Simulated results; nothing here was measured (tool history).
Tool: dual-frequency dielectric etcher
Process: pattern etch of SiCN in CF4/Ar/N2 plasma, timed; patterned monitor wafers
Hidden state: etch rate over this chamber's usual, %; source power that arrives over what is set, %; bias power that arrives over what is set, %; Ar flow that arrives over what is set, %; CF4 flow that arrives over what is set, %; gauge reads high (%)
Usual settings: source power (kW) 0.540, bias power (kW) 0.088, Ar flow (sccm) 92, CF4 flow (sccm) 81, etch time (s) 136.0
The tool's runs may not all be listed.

| run | hour | source power (kW) | bias power (kW) | Ar flow (sccm) | CF4 flow (sccm) | etch time (s) | wafers since the last listed run | hours since the last wet clean | hours since the last source power generator calibration | hours since the last bias power generator calibration | hours since the last Ar flow controller change | hours since the last CF4 flow controller change | hours since the last upper electrode change | hours since the gauge calibration | read-back reference wafer on the same gauge, depth_nm | mean etch depth across the wafer (angstrom) |
|---|---|---|---|---|---|---|---|---|---|---|---|---|---|---|---|---|
| 1 | 0.0 | 0.540 | 0.088 | 92 | 68 | 136.0 | 0 | 131.1 | 2733.0 | 2875.6 | 1954.9 | 4077.1 | 2982.5 | 100.1 | 170.3 | 1548 |
| 2 | 13.7 | 0.540 | 0.088 | 92 | 68 | 136.0 | 140 | 144.8 | 2746.7 | 2889.3 | 1968.6 | 4090.8 | 2996.2 | 113.8 | 169.8 | 1542 |
| 3 | 26.1 | 0.540 | 0.088 | 92 | 81 | 136.0 | 127 | 157.2 | 2759.1 | 2901.7 | 1981.0 | 4103.2 | 3008.6 | 126.2 | 170.0 | 1565 |
| 4 | 56.4 | 0.540 | 0.088 | 92 | 81 | 136.0 | 310 | 187.5 | 2789.4 | 2932.0 | 2011.3 | 4133.5 | 3038.9 | 156.5 | 170.0 | 1575 |
| 5 | 73.8 | 0.540 | 0.088 | 92 | 81 | 136.0 | 178 | 204.9 | 2806.8 | 2949.4 | 2028.7 | 4150.9 | 3056.3 | 173.9 | 170.1 | 1593 |
| 6 | 109.6 | 0.540 | 0.088 | 92 | 81 | 136.0 | 366 | 240.7 | 2842.6 | 2985.2 | 2064.5 | 4186.7 | 3092.1 | 209.7 | 169.9 | 1585 |
| 7 | 131.7 | 0.540 | 0.088 | 92 | 81 | 136.0 | 226 | 262.8 | 2864.7 | 3007.3 | 2086.6 | 4208.8 | 3114.2 | 231.8 | 170.0 | 1565 |
| 8 | 144.8 | 0.540 | 0.088 | 92 | 81 | 136.0 | 134 | 275.9 | 2877.8 | 3020.4 | 2099.7 | 4221.9 | 3127.3 | 244.9 | 169.9 | 1576 |
| 9 | 163.7 | 0.540 | 0.088 | 92 | 98 | 136.0 | 193 | 294.8 | 2896.7 | 3039.3 | 2118.6 | 4240.8 | 3146.2 | 263.8 | 170.1 | 1600 |
| 10 | 188.7 | 0.540 | 0.079 | 92 | 93 | 136.0 | 256 | 319.8 | 2921.7 | 3064.3 | 2143.6 | 4265.8 | 3171.2 | 288.8 | 169.9 | 1548 |
|  | 294.3 | CF4 flow controller replaced |
| 11 | 294.8 | 0.540 | 0.074 | 92 | 81 | 136.0 | 1025 | 425.9 | 3027.8 | 3170.4 | 2249.7 | 0.5 | 3277.3 | 394.9 | 169.9 | 1480 |
|  | 320.8 | source power generator calibrated |
| 12 | 329.7 | 0.540 | 0.070 | 92 | 81 | 136.0 | 316 | 460.8 | 8.9 | 3205.3 | 2284.6 | 35.4 | 3312.2 | 429.8 | 170.0 | 1473 |
|  | 331.1 | gauge calibrated |
| 13 | 350.8 | 0.600 | 0.088 | 102 | 81 | 136.0 | 216 | 481.9 | 30.0 | 3226.4 | 2305.7 | 56.5 | 3333.3 | 19.7 | 170.0 | 1705 |
|  | 388.6 | Ar flow controller replaced |
|  | 405.7 | wet clean of the chamber |
|  | 410.8 | bias power generator calibrated |
|  | 417.3 | upper electrode replaced |
| 14 | 417.8 | 0.490 | 0.109 | 92 | 81 | 99.5 | 342 | 12.1 | 97.0 | 7.0 | 29.2 | 123.5 | 0.5 | 86.7 | 169.9 | 1127 |
| 15 | 418.2 | 0.540 | 0.106 | 92 | 81 | 136.0 | 4 | 12.5 | 97.4 | 7.4 | 29.6 | 123.9 | 0.9 | 87.1 | 170.0 | 1681 |
| 16 | 418.5 | 0.540 | 0.109 | 92 | 81 | 136.0 | 3 | 12.8 | 97.7 | 7.7 | 29.9 | 124.2 | 1.2 | 87.4 | 170.1 | 1683 |
| 17 | 440.3 | 0.540 | 0.099 | 92 | 70 | 125.0 | 223 | 34.6 | 119.5 | 29.5 | 51.7 | 146.0 | 23.0 | 109.2 | 169.8 | 1492 |
| 18 | 491.0 | 0.540 | 0.102 | 92 | 81 | 172.0 | 519 | 85.3 | 170.2 | 80.2 | 102.4 | 196.7 | 73.7 | 159.9 | 170.2 | 2095 |
| 19 | 508.7 | 0.540 | 0.088 | 92 | 81 | 136.0 | 181 | 103.0 | 187.9 | 97.9 | 120.1 | 214.4 | 91.4 | 177.6 | 170.1 | 1571 |
| 20 | 544.2 | 0.540 | 0.088 | 92 | 81 | 136.0 | 363 | 138.5 | 223.4 | 133.4 | 155.6 | 249.9 | 126.9 | 213.1 | 170.0 | 1584 |
| 21 | 557.9 | 0.540 | 0.088 | 112 | 81 | 136.0 | 140 | 152.2 | 237.1 | 147.1 | 169.3 | 263.6 | 140.6 | 226.8 | 170.0 | 1523 |

Hidden state at the last listed run before each entry between runs and at the first one after, where it differs:
Between runs 10 and 11: CF4 flow controller replaced (hour 294.3)
  no hidden state differs between the two runs
Between runs 11 and 12: source power generator calibrated (hour 320.8)
  no hidden state differs between the two runs
Between runs 12 and 13: gauge calibrated (hour 331.1)
  no hidden state differs between the two runs
Between runs 13 and 14: Ar flow controller replaced (hour 388.6); wet clean of the chamber (hour 405.7); bias power generator calibrated (hour 410.8); upper electrode replaced (hour 417.3)
  no hidden state differs between the two runs
